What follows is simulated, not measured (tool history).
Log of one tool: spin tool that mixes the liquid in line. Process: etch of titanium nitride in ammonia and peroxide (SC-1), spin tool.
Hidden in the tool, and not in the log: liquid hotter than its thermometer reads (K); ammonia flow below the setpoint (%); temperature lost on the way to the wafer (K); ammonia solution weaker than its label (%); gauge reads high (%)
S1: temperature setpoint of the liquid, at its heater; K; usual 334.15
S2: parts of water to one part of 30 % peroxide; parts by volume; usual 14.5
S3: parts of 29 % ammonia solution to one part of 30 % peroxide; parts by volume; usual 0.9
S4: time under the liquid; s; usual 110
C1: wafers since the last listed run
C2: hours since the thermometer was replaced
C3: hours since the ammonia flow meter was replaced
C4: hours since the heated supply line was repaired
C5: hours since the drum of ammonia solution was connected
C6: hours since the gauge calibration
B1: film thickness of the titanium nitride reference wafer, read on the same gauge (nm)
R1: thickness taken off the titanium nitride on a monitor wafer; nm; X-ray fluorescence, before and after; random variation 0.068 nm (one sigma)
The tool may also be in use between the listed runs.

{"run": 1, "day": 0.0, "S1": 334.15, "S2": 14.5, "S3": 0.9, "S4": 110, "C1": 0, "C2": 1703.3, "C3": 254.3, "C4": 2250.5, "C5": 715, "C6": 430.7, "B1": 150.02, "R1": 14.78}
{"run": 2, "day": 0.675, "S1": 332.15, "S2": 14.5, "S3": 0.9, "S4": 110, "C1": 183, "C2": 1719.5, "C3": 270.5, "C4": 2266.7, "C5": 731.2, "C6": 446.9, "B1": 149.99, "R1": 13}
{"run": 3, "day": 1.796, "S1": 332.15, "S2": 14.5, "S3": 0.9, "S4": 110, "C1": 304, "C2": 1746.4, "C3": 297.4, "C4": 2293.6, "C5": 758.1, "C6": 473.8, "B1": 150.02, "R1": 13.17}
{"run": 4, "day": 2.442, "S1": 334.15, "S2": 14.5, "S3": 0.9, "S4": 110, "C1": 175, "C2": 1761.9, "C3": 312.9, "C4": 2309.1, "C5": 773.6, "C6": 489.3, "B1": 149.98, "R1": 15.04}
{"run": 5, "day": 3.3, "S1": 334.15, "S2": 14.5, "S3": 0.9, "S4": 110, "C1": 232, "C2": 1782.5, "C3": 333.5, "C4": 2329.7, "C5": 794.2, "C6": 509.9, "B1": 149.99, "R1": 14.92}
{"run": 6, "day": 4.0, "S1": 334.15, "S2": 14.5, "S3": 0.9, "S4": 110, "C1": 189, "C2": 1799.3, "C3": 350.3, "C4": 2346.5, "C5": 811, "C6": 526.7, "B1": 149.97, "R1": 14.87}
{"day": 4.888, "done": "gauge calibrated"}
{"run": 7, "day": 5.317, "S1": 331.65, "S2": 14.5, "S3": 0.9, "S4": 110, "C1": 357, "C2": 1830.9, "C3": 381.9, "C4": 2378.1, "C5": 842.6, "C6": 10.3, "B1": 149.99, "R1": 12.77}
{"run": 8, "day": 6.442, "S1": 331.65, "S2": 14.5, "S3": 0.9, "S4": 110, "C1": 305, "C2": 1857.9, "C3": 408.9, "C4": 2405.1, "C5": 869.6, "C6": 37.3, "B1": 150.03, "R1": 12.85}
{"run": 9, "day": 7.658, "S1": 331.65, "S2": 14.5, "S3": 0.9, "S4": 110, "C1": 330, "C2": 1887.1, "C3": 438.1, "C4": 2434.3, "C5": 898.8, "C6": 66.5, "B1": 149.95, "R1": 12.84}
{"day": 8.558, "done": "thermometer replaced"}
{"day": 8.738, "done": "new drum of ammonia solution connected"}
{"run": 10, "day": 8.979, "S1": 334.15, "S2": 14.5, "S3": 0.9, "S4": 125, "C1": 335, "C2": 10.1, "C3": 469.8, "C4": 2466, "C5": 5.8, "C6": 98.2, "B1": 149.99, "R1": 14.17}
{"run": 11, "day": 10.279, "S1": 334.15, "S2": 14.5, "S3": 0.9, "S4": 125, "C1": 352, "C2": 41.3, "C3": 501, "C4": 2497.2, "C5": 37, "C6": 129.4, "B1": 149.97, "R1": 14.19}
{"run": 12, "day": 10.846, "S1": 328.15, "S2": 14.5, "S3": 0.9, "S4": 110, "C1": 153, "C2": 54.9, "C3": 514.6, "C4": 2510.8, "C5": 50.6, "C6": 143, "B1": 149.99, "R1": 8.45}
{"run": 13, "day": 11.971, "S1": 334.15, "S2": 14.5, "S3": 0.9, "S4": 110, "C1": 305, "C2": 81.9, "C3": 541.6, "C4": 2537.8, "C5": 77.6, "C6": 170, "B1": 149.98, "R1": 12.57}
{"day": 12.462, "done": "ammonia flow meter replaced"}
{"run": 14, "day": 12.896, "S1": 334.15, "S2": 14.5, "S3": 0.9, "S4": 110, "C1": 239, "C2": 104.1, "C3": 10.4, "C4": 2560, "C5": 99.8, "C6": 192.2, "B1": 150.02, "R1": 12.88}
{"run": 15, "day": 14.371, "S1": 338.15, "S2": 11, "S3": 1.2, "S4": 160, "C1": 400, "C2": 139.5, "C3": 45.8, "C4": 2595.4, "C5": 135.2, "C6": 227.6, "B1": 150, "R1": 29.15}
{"run": 16, "day": 14.904, "S1": 334.15, "S2": 9, "S3": 0.9, "S4": 65, "C1": 144, "C2": 152.3, "C3": 58.6, "C4": 2608.2, "C5": 148, "C6": 240.4, "B1": 149.98, "R1": 9.69}
{"run": 17, "day": 15.808, "S1": 341.15, "S2": 14.5, "S3": 0.9, "S4": 110, "C1": 245, "C2": 174, "C3": 80.3, "C4": 2629.9, "C5": 169.7, "C6": 262.1, "B1": 149.99, "R1": 20.22}
{"day": 15.9, "done": "heated supply line repaired"}
{"run": 18, "day": 16.342, "S1": 340.15, "S2": 8.5, "S3": 0.6, "S4": 165, "C1": 133, "C2": 186.8, "C3": 93.1, "C4": 10.6, "C5": 182.5, "C6": 274.9, "B1": 150.02, "R1": 35.45}
{"run": 19, "day": 16.988, "S1": 339.65, "S2": 14.5, "S3": 0.9, "S4": 110, "C1": 175, "C2": 202.3, "C3": 108.6, "C4": 26.1, "C5": 198, "C6": 290.4, "B1": 149.99, "R1": 18.39}
{"run": 20, "day": 18.171, "S1": 334.15, "S2": 14.5, "S3": 0.9, "S4": 110, "C1": 321, "C2": 230.7, "C3": 137, "C4": 54.5, "C5": 226.4, "C6": 318.8, "B1": 150.02, "R1": 12.87}
{"run": 21, "day": 18.879, "S1": 334.15, "S2": 21.5, "S3": 1.15, "S4": 110, "C1": 192, "C2": 247.7, "C3": 154, "C4": 71.5, "C5": 243.4, "C6": 335.8, "B1": 150.03, "R1": 10.93}
{"run": 22, "day": 20.204, "S1": 342.65, "S2": 9.5, "S3": 1.15, "S4": 55, "C1": 359, "C2": 279.5, "C3": 185.8, "C4": 103.3, "C5": 275.2, "C6": 367.6, "B1": 149.99, "R1": 14.3}
{"run": 23, "day": 21.017, "S1": 334.15, "S2": 14.5, "S3": 0.9, "S4": 110, "C1": 220, "C2": 299, "C3": 205.3, "C4": 122.8, "C5": 294.7, "C6": 387.1, "B1": 149.98, "R1": 13.02}

Hidden state at the last listed run before each entry between runs and at the first one after, where it differs:
Between runs 6 and 7: gauge calibrated (day 4.888)
  liquid hotter than its thermometer reads (K): 2.9 -> 2.94; ammonia flow below the setpoint (%): 8.36 -> 8.96
  measured less the result without the state, R1: +2.36 -> +2.07 nm
Between runs 9 and 10: thermometer replaced (day 8.558); new drum of ammonia solution connected (day 8.738)
  liquid hotter than its thermometer reads (K): 3.02 -> 0.175; ammonia flow below the setpoint (%): 10 -> 10.6
  measured less the result without the state, R1: +2.12 -> -0.1 nm
Between runs 13 and 14: ammonia flow meter replaced (day 12.462)
  liquid hotter than its thermometer reads (K): 0.279 -> 0.312; ammonia flow below the setpoint (%): 12 -> 0.343
  measured less the result without the state, R1: -0.04 -> +0.25 nm
Between runs 17 and 18: heated supply line repaired (day 15.9)
  liquid hotter than its thermometer reads (K): 0.413 -> 0.432; ammonia flow below the setpoint (%): 1.66 -> 1.9
  measured less the result without the state, R1: +0.46 -> +0.84 nm
